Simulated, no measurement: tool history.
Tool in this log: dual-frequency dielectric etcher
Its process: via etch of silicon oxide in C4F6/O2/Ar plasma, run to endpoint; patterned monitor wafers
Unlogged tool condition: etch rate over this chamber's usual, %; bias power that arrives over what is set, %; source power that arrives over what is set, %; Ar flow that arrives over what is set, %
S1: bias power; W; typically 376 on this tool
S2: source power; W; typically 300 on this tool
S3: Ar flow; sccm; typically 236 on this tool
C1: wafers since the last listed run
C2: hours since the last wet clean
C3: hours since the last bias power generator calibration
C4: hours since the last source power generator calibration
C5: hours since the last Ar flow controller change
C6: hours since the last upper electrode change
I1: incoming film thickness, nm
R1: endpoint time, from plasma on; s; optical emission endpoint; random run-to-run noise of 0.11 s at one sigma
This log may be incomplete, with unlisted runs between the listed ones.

run 1 day=0.000 | S1=376 S2=300 S3=236 | C1=0 C2=517.4 C3=3414.7 C4=3143.0 C5=3508.3 C6=3481.0 | I1=87.4 | R1=24.2
run 2 day=2.250 | S1=302 S2=300 S3=236 | C1=901 C2=571.4 C3=3468.7 C4=3197.0 C5=3562.3 C6=3535.0 | I1=87.9 | R1=26.5
-- day=3.483 wet clean of the chamber
run 3 day=4.146 | S1=302 S2=300 S3=236 | C1=358 C2=15.9 C3=3514.2 C4=3242.5 C5=3607.8 C6=3580.5 | I1=87.8 | R1=27.0
run 4 day=6.950 | S1=302 S2=300 S3=236 | C1=1123 C2=83.2 C3=3581.5 C4=3309.8 C5=3675.1 C6=3647.8 | I1=86.5 | R1=26.6
run 5 day=9.383 | S1=376 S2=300 S3=236 | C1=975 C2=141.6 C3=3639.9 C4=3368.2 C5=3733.5 C6=3706.2 | I1=89.1 | R1=25.2
run 6 day=10.800 | S1=376 S2=300 S3=236 | C1=567 C2=175.6 C3=3673.9 C4=3402.2 C5=3767.5 C6=3740.2 | I1=88.5 | R1=25.1
run 7 day=13.104 | S1=376 S2=300 S3=236 | C1=923 C2=230.9 C3=3729.2 C4=3457.5 C5=3822.8 C6=3795.5 | I1=87.9 | R1=24.7
run 8 day=14.454 | S1=376 S2=300 S3=249 | C1=540 C2=263.3 C3=3761.6 C4=3489.9 C5=3855.2 C6=3827.9 | I1=86.9 | R1=24.6
run 9 day=16.021 | S1=376 S2=300 S3=249 | C1=627 C2=300.9 C3=3799.2 C4=3527.5 C5=3892.8 C6=3865.5 | I1=87.4 | R1=24.9
run 10 day=17.233 | S1=376 S2=300 S3=236 | C1=485 C2=330.0 C3=3828.3 C4=3556.6 C5=3921.9 C6=3894.6 | I1=86.4 | R1=24.2
-- day=21.021 source power generator calibrated
run 11 day=23.488 | S1=376 S2=300 S3=236 | C1=2439 C2=480.1 C3=3978.4 C4=59.2 C5=4072.0 C6=4044.7 | I1=87.0 | R1=24.1
run 12 day=25.438 | S1=376 S2=300 S3=236 | C1=781 C2=526.9 C3=4025.2 C4=106.0 C5=4118.8 C6=4091.5 | I1=88.0 | R1=24.2
-- day=30.133 wet clean of the chamber
run 13 day=32.929 | S1=376 S2=300 S3=236 | C1=2601 C2=67.1 C3=4205.0 C4=285.8 C5=4298.6 C6=4271.3 | I1=88.0 | R1=25.2
run 14 day=33.979 | S1=297 S2=360 S3=276 | C1=420 C2=92.3 C3=4230.2 C4=311.0 C5=4323.8 C6=4296.5 | I1=87.2 | R1=26.3
-- day=36.925 upper electrode replaced
run 15 day=36.946 | S1=376 S2=270 S3=293 | C1=788 C2=163.5 C3=4301.4 C4=382.2 C5=4395.0 C6=0.5 | I1=88.2 | R1=26.7
run 16 day=38.521 | S1=286 S2=330 S3=273 | C1=631 C2=201.3 C3=4339.2 C4=420.0 C5=4432.8 C6=38.3 | I1=87.2 | R1=27.1
run 17 day=40.842 | S1=376 S2=300 S3=178 | C1=929 C2=257.0 C3=4394.9 C4=475.7 C5=4488.5 C6=94.0 | I1=87.9 | R1=23.8
-- day=41.142 bias power generator calibrated
run 18 day=43.762 | S1=297 S2=350 S3=278 | C1=1103 C2=327.1 C3=62.9 C4=545.8 C5=4558.6 C6=164.1 | I1=87.9 | R1=26.3
run 19 day=44.779 | S1=376 S2=260 S3=195 | C1=407 C2=351.5 C3=87.3 C4=570.2 C5=4583.0 C6=188.5 | I1=86.5 | R1=24.7
run 20 day=47.517 | S1=376 S2=380 S3=236 | C1=1096 C2=417.2 C3=153.0 C4=635.9 C5=4648.7 C6=254.2 | I1=88.0 | R1=23.1
-- day=49.183 Ar flow controller replaced
run 21 day=49.950 | S1=376 S2=300 S3=236 | C1=874 C2=475.6 C3=211.4 C4=694.3 C5=18.4 C6=312.6 | I1=87.2 | R1=24.1
-- day=51.617 wet clean of the chamber
run 22 day=51.638 | S1=456 S2=240 S3=274 | C1=275 C2=0.5 C3=251.9 C4=734.8 C5=58.9 C6=353.1 | I1=88.3 | R1=25.2
run 23 day=54.054 | S1=376 S2=300 S3=287 | C1=968 C2=58.5 C3=309.9 C4=792.8 C5=116.9 C6=411.1 | I1=87.5 | R1=25.3
run 24 day=56.754 | S1=376 S2=300 S3=236 | C1=1081 C2=123.3 C3=374.7 C4=857.6 C5=181.7 C6=475.9 | I1=88.0 | R1=24.8
run 25 day=59.500 | S1=376 S2=260 S3=253 | C1=1100 C2=189.2 C3=440.6 C4=923.5 C5=247.6 C6=541.8 | I1=87.8 | R1=26.0
run 26 day=62.317 | S1=376 S2=260 S3=253 | C1=1128 C2=256.8 C3=508.2 C4=991.1 C5=315.2 C6=609.4 | I1=87.0 | R1=25.7

Predict each of these 5 candidate next runs independently; none follows another, all start after run 26:
run A day=62.333 | S1=455 S2=300 S3=236 | C1=6 C2=257.2 C3=508.6 C4=991.5 C5=315.6 C6=609.8 | I1=87.8 | R1=?
run B day=62.333 | S1=376 S2=380 S3=181 | C1=6 C2=257.2 C3=508.6 C4=991.5 C5=315.6 C6=609.8 | I1=87.8 | R1=?
run C day=62.333 | S1=464 S2=300 S3=213 | C1=6 C2=257.2 C3=508.6 C4=991.5 C5=315.6 C6=609.8 | I1=87.8 | R1=?
run D day=62.333 | S1=454 S2=250 S3=293 | C1=6 C2=257.2 C3=508.6 C4=991.5 C5=315.6 C6=609.8 | I1=87.8 | R1=?
run E day=62.333 | S1=350 S2=240 S3=201 | C1=6 C2=257.2 C3=508.6 C4=991.5 C5=315.6 C6=609.8 | I1=87.8 | R1=?

run=A R1=22.6
run=B R1=21.8
run=C R1=22.1
run=D R1=24.6
run=E R1=26.3
The same runs, with their run-to-run variation unchanged, on a tool lacking any hidden condition would have given:
run=A R1=23.1
run=B R1=22.2
run=C R1=22.6
run=D R1=25.1
run=E R1=26.8
